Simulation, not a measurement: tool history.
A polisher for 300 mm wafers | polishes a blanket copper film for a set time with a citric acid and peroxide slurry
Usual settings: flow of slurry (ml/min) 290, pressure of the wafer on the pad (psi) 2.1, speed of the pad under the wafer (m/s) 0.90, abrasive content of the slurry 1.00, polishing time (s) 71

run   hour  flow of slurry (ml/min)  pressure of the wafer on the pad (psi)  speed of the pad under the wafer (m/s)  abrasive content of the slurry  polishing time (s)  incoming thickness of the incoming film, nm  film removed (angstrom)
  1    0.0                      290                                     1.5                                    0.90                            1.20                  71                                        991.9                      710
      26.3  -- worn pad replaced by a new one
  2   30.9                      290                                     2.1                                    0.90                            1.00                  71                                        972.9                      939
  3   44.5                      290                                     2.5                                    0.90                            1.00                  71                                        971.2                     1109
  4   56.0                      290                                     2.5                                    0.90                            1.00                  71                                        990.6                     1117
  5   63.5                      290                                     2.1                                    0.90                            1.00                  71                                        982.8                      929
  6   79.1                      290                                     2.1                                    0.90                            1.00                  71                                        978.7                      935
  7   85.7                      290                                     2.1                                    0.90                            1.00                  71                                        990.6                      940
  8   98.6                      290                                     2.1                                    0.98                            1.00                  71                                        983.0                     1022
  9  111.9                      290                                     2.1                                    0.90                            1.00                  71                                        990.3                      948
     121.8  -- head pressure recalibrated
 10  123.9                      290                                     2.1                                    0.90                            1.00                  71                                        982.1                      819
     138.1  -- slurry blender recalibrated
 11  138.6                      290                                     2.1                                    0.90                            1.00                  71                                        987.4                      886
 12  146.6                      290                                     2.1                                    1.00                            1.00                  71                                        967.9                     1007
 13  159.3                      290                                     2.3                                    0.90                            1.00                  71                                        975.9                      983
     194.5  -- worn pad replaced by a new one
 14  210.7                      290                                     2.6                                    0.90                            0.90                  71                                        993.2                     1055
 15  224.4                      260                                     2.1                                    0.90                            1.00                  78                                        962.8                      985
 16  238.2                      290                                     2.1                                    0.90                            1.00                  71                                        982.2                      903
     253.4  -- slurry nozzle cleaned
 17  253.9                      290                                     2.1                                    0.90                            1.00                  71                                        995.8                      894
 18  261.7                      360                                     2.1                                    0.90                            1.00                  83                                        972.7                     1058
 19  269.6                      255                                     2.4                                    1.08                            1.00                  71                                        960.4                     1197
 20  285.1                      260                                     2.1                                    0.90                            1.00                  78                                        977.0                      970
 21  293.9                      215                                     2.1                                    1.16                            1.10                  71                                        978.0                     1119
 22  339.6                      380                                     2.1                                    0.90                            1.00                  71                                        973.1                      911
 23  348.0                      290                                     2.1                                    0.90                            1.00                  71                                        968.5                      905
 24  356.0                      265                                     2.7                                    1.04                            0.80                  71                                        976.1                     1233

5 ways to go on from here, each from the tool as it stands after run 24. What would each give?
  A  356.5                      290                                     2.1                                    0.90                            1.15                  71                                        979.9                        ?
  B  356.5                      290                                     2.6                                    0.90                            1.00                  71                                        979.9                        ?
  C  356.5                      215                                     2.1                                    0.60                            1.00                  71                                        979.9                        ?
  D  356.5                      330                                     2.1                                    0.90                            1.00                  71                                        979.9                        ?
  E  356.5                      245                                     1.7                                    0.90                            1.00                  71                                        979.9                        ?

run  film removed (angstrom)
  A                      916
  B                     1098
  C                      585
  D                      904
  E                      716
Without the tool's hidden state the same runs would have given:
run  film removed (angstrom)
  A                      933
  B                     1118
  C                      596
  D                      920
  E                      729
